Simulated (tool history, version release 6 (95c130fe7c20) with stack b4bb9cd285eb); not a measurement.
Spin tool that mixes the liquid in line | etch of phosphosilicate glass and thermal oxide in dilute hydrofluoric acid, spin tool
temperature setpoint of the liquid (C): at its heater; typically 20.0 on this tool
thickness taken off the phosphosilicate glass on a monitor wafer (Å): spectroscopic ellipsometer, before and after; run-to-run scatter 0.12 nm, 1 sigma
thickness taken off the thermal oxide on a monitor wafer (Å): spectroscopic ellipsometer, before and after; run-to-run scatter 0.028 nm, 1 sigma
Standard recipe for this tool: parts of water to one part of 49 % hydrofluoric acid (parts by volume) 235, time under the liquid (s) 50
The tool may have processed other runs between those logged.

| run | day | temperature setpoint of the liquid (C) | parts of water to one part of 49 % hydrofluoric acid (parts by volume) | time under the liquid (s) | wafers since the last listed run | hours since the thermometer was replaced | hours since the hydrofluoric acid flow meter was replaced | hours since the gauge calibration | read-back film thickness of the phosphosilicate glass reference wafer, read on the same gauge (nm) | read-back film thickness of the thermal oxide reference wafer, read on the same gauge (nm) | thickness taken off the phosphosilicate glass on a monitor wafer (Å) | thickness taken off the thermal oxide on a monitor wafer (Å) |
|---|---|---|---|---|---|---|---|---|---|---|---|---|
| 1 | 0.000 | 20.0 | 235 | 50 | 0 | 1076.3 | 1725.0 | 4195.5 | 59.98 | 80.013 | 217.4 | 7.23 |
| 2 | 4.346 | 20.0 | 235 | 50 | 1492 | 1180.6 | 1829.3 | 4299.8 | 60.03 | 80.000 | 216.0 | 7.90 |
| 3 | 6.617 | 20.0 | 145 | 50 | 779 | 1235.1 | 1883.8 | 4354.3 | 59.98 | 80.016 | 382.0 | 13.55 |
| 4 | 10.546 | 20.0 | 235 | 50 | 1349 | 1329.4 | 1978.1 | 4448.6 | 60.05 | 79.987 | 216.9 | 7.34 |
| 5 | 13.188 | 25.0 | 300 | 70 | 907 | 1392.8 | 2041.5 | 4512.0 | 60.02 | 79.994 | 266.0 | 9.72 |
|  | 21.183 | gauge calibrated |
| 6 | 23.012 | 20.0 | 185 | 50 | 3374 | 1628.6 | 2277.3 | 43.9 | 60.02 | 79.965 | 288.6 | 9.62 |
| 7 | 26.475 | 20.0 | 125 | 35 | 1189 | 1711.7 | 2360.4 | 127.0 | 60.00 | 80.018 | 314.1 | 10.53 |
|  | 28.042 | hydrofluoric acid flow meter replaced |
|  | 33.467 | thermometer replaced |
| 8 | 34.079 | 24.0 | 350 | 30 | 2582 | 14.7 | 144.9 | 309.5 | 60.01 | 80.025 | 92.2 | 3.27 |
| 9 | 37.404 | 17.5 | 310 | 35 | 1141 | 94.5 | 224.7 | 389.3 | 60.04 | 80.012 | 100.3 | 3.50 |
| 10 | 40.396 | 20.0 | 235 | 50 | 1027 | 166.3 | 296.5 | 461.1 | 60.03 | 79.991 | 220.9 | 7.60 |
| 11 | 42.012 | 20.0 | 235 | 50 | 555 | 205.1 | 335.3 | 499.9 | 59.98 | 79.995 | 220.8 | 8.09 |
| 12 | 45.383 | 23.0 | 150 | 50 | 1157 | 286.0 | 416.2 | 580.8 | 59.99 | 79.989 | 421.1 | 13.84 |
| 13 | 48.512 | 20.0 | 235 | 50 | 1074 | 361.1 | 491.3 | 655.9 | 59.99 | 80.007 | 218.8 | 7.81 |
| 14 | 52.117 | 20.0 | 235 | 50 | 1237 | 447.6 | 577.8 | 742.4 | 60.01 | 80.069 | 218.6 | 7.16 |
| 15 | 55.217 | 21.5 | 235 | 50 | 1064 | 522.0 | 652.2 | 816.8 | 60.03 | 80.016 | 230.9 | 7.85 |
| 16 | 57.404 | 18.5 | 235 | 50 | 751 | 574.5 | 704.7 | 869.3 | 59.96 | 79.979 | 205.1 | 7.26 |
| 17 | 61.179 | 17.0 | 235 | 35 | 1296 | 665.1 | 795.3 | 959.9 | 60.00 | 80.030 | 135.7 | 5.09 |
| 18 | 63.179 | 24.5 | 235 | 50 | 686 | 713.1 | 843.3 | 1007.9 | 59.98 | 79.976 | 258.6 | 9.03 |
| 19 | 67.400 | 24.0 | 190 | 50 | 1449 | 814.4 | 944.6 | 1109.2 | 60.02 | 79.996 | 329.0 | 11.45 |
| 20 | 70.558 | 20.0 | 150 | 20 | 1084 | 890.2 | 1020.4 | 1185.0 | 59.96 | 79.987 | 147.5 | 5.25 |
| 21 | 74.188 | 17.0 | 195 | 65 | 1246 | 977.3 | 1107.5 | 1272.1 | 60.00 | 80.005 | 313.8 | 10.58 |
| 22 | 76.796 | 24.0 | 160 | 50 | 895 | 1039.9 | 1170.1 | 1334.7 | 60.00 | 79.958 | 404.0 | 14.22 |
| 23 | 78.712 | 21.5 | 325 | 80 | 658 | 1085.9 | 1216.1 | 1380.7 | 59.94 | 80.051 | 242.8 | 8.50 |
| 24 | 82.979 | 20.0 | 235 | 50 | 1465 | 1188.3 | 1318.5 | 1483.1 | 59.97 | 80.009 | 217.1 | 7.21 |
| 25 | 84.888 | 24.5 | 335 | 60 | 655 | 1234.1 | 1364.3 | 1528.9 | 60.02 | 80.019 | 194.2 | 6.31 |
| 26 | 87.554 | 20.0 | 320 | 35 | 915 | 1298.1 | 1428.3 | 1592.9 | 59.99 | 80.001 | 102.0 | 3.64 |

Below are 4 alternative next runs, each starting from the tool's condition after run 26. Predict each:
| A | 87.571 | 17.0 | 235 | 50 | 5 | 1298.5 | 1428.7 | 1593.3 | ? | ? | ? | ? |
| B | 87.571 | 17.0 | 335 | 65 | 5 | 1298.5 | 1428.7 | 1593.3 | ? | ? | ? | ? |
| C | 87.571 | 23.5 | 355 | 75 | 5 | 1298.5 | 1428.7 | 1593.3 | ? | ? | ? | ? |
| D | 87.571 | 17.0 | 330 | 65 | 5 | 1298.5 | 1428.7 | 1593.3 | ? | ? | ? | ? |

| run | read-back film thickness of the phosphosilicate glass reference wafer, read on the same gauge (nm) | read-back film thickness of the thermal oxide reference wafer, read on the same gauge (nm) | thickness taken off the phosphosilicate glass on a monitor wafer (Å) | thickness taken off the thermal oxide on a monitor wafer (Å) |
|---|---|---|---|---|
| A | 60.01 | 80.029 | 189.1 | 6.79 |
| B | 60.01 | 80.029 | 158.7 | 5.70 |
| C | 60.01 | 80.029 | 214.6 | 7.71 |
| D | 60.01 | 80.029 | 161.8 | 5.81 |
Stripped of hidden state, with their random variation kept, the same runs would have yielded:
| run | thickness taken off the phosphosilicate glass on a monitor wafer (Å) | thickness taken off the thermal oxide on a monitor wafer (Å) |
|---|---|---|
| A | 195.6 | 7.03 |
| B | 163.9 | 5.89 |
| C | 221.0 | 7.94 |
| D | 167.1 | 6.00 |
